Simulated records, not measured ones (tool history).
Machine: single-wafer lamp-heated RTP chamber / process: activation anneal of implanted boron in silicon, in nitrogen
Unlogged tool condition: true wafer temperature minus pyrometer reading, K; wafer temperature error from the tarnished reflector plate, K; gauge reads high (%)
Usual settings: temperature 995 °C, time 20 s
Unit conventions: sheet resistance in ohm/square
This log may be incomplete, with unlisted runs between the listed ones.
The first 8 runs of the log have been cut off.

run,day,temperature,time,wafers since the last listed run,wafers since the last pyrometer calibration,wafers since the reflector plate was cleaned,hours since the gauge calibration,"read-back reference wafer on the same gauge, sheet resistance",sheet resistance
# day 23.767: pyrometer window cleaned and pyrometer calibrated
9,26.138,995,20,748,499,5910,1502.7,214.93,227.88
10,27.954,995,20,382,882,6293,1546.3,214.83,229.05
# day 29.017: reflector plate cleaned
11,29.646,978,11,286,1168,132,1586.9,214.86,235.75
12,31.296,995,20,347,1516,480,1626.5,215.07,227.84
13,34.612,1011,16,698,2215,1179,1706.1,215.08,225.20
# day 35.467: gauge calibrated
14,36.833,1011,16,467,2683,1647,32.8,215.02,226.58
15,40.354,995,20,741,3425,2388,117.3,215.07,227.26
16,43.996,995,20,767,4192,3156,204.7,214.90,228.13
17,47.288,1017,13,693,4886,3850,283.7,215.01,226.01
# day 48.742: reflector plate cleaned, repeated, since the last time left the tool worse
18,50.621,1016,30,632,5518,396,363.7,215.12,225.31
19,53.450,977,20,596,6114,992,431.6,214.95,238.42
# day 54.912: pyrometer window cleaned and pyrometer calibrated
20,56.771,995,20,629,391,1621,511.3,215.05,229.86
21,58.479,1024,10,359,751,1981,552.3,215.03,225.59
22,60.375,983,26,399,1150,2381,597.8,215.01,232.63
23,63.400,995,20,637,1788,3018,670.4,214.97,229.40
24,66.058,995,20,560,2348,3579,734.2,214.97,228.71
25,69.708,966,10,769,3117,4348,821.8,214.96,252.19
26,73.200,980,16,735,3853,5083,905.6,215.10,235.10
27,76.196,1004,30,631,4484,5715,977.5,215.13,225.21
28,78.171,965,23,416,4900,6131,1024.9,215.11,244.99
29,79.829,1015,27,349,5250,6480,1064.7,214.84,225.00
# day 81.538: reflector plate cleaned
30,82.900,995,20,576,5827,287,1138.4,214.91,228.49
31,85.588,974,13,566,6393,853,1202.9,214.98,242.74

Consider 5 possible next runs. They are alternatives, not a sequence: every one starts from the tool as it was left by run 31. What does each give?
A,85.604,995,20,3,6396,857,1203.3,?,?
B,85.604,1005,9,3,6396,857,1203.3,?,?
C,85.604,1023,23,3,6396,857,1203.3,?,?
D,85.604,1006,31,3,6396,857,1203.3,?,?
E,85.604,1023,29,3,6396,857,1203.3,?,?

run,"read-back reference wafer on the same gauge, sheet resistance",sheet resistance
A,215.07,228.88
B,215.07,228.18
C,215.07,224.48
D,215.07,225.48
E,215.07,223.90
The same runs, with their run-to-run variation unchanged, on a tool lacking any hidden condition would have given:
run,sheet resistance
A,229.41
B,228.53
C,224.61
D,225.75
E,224.03
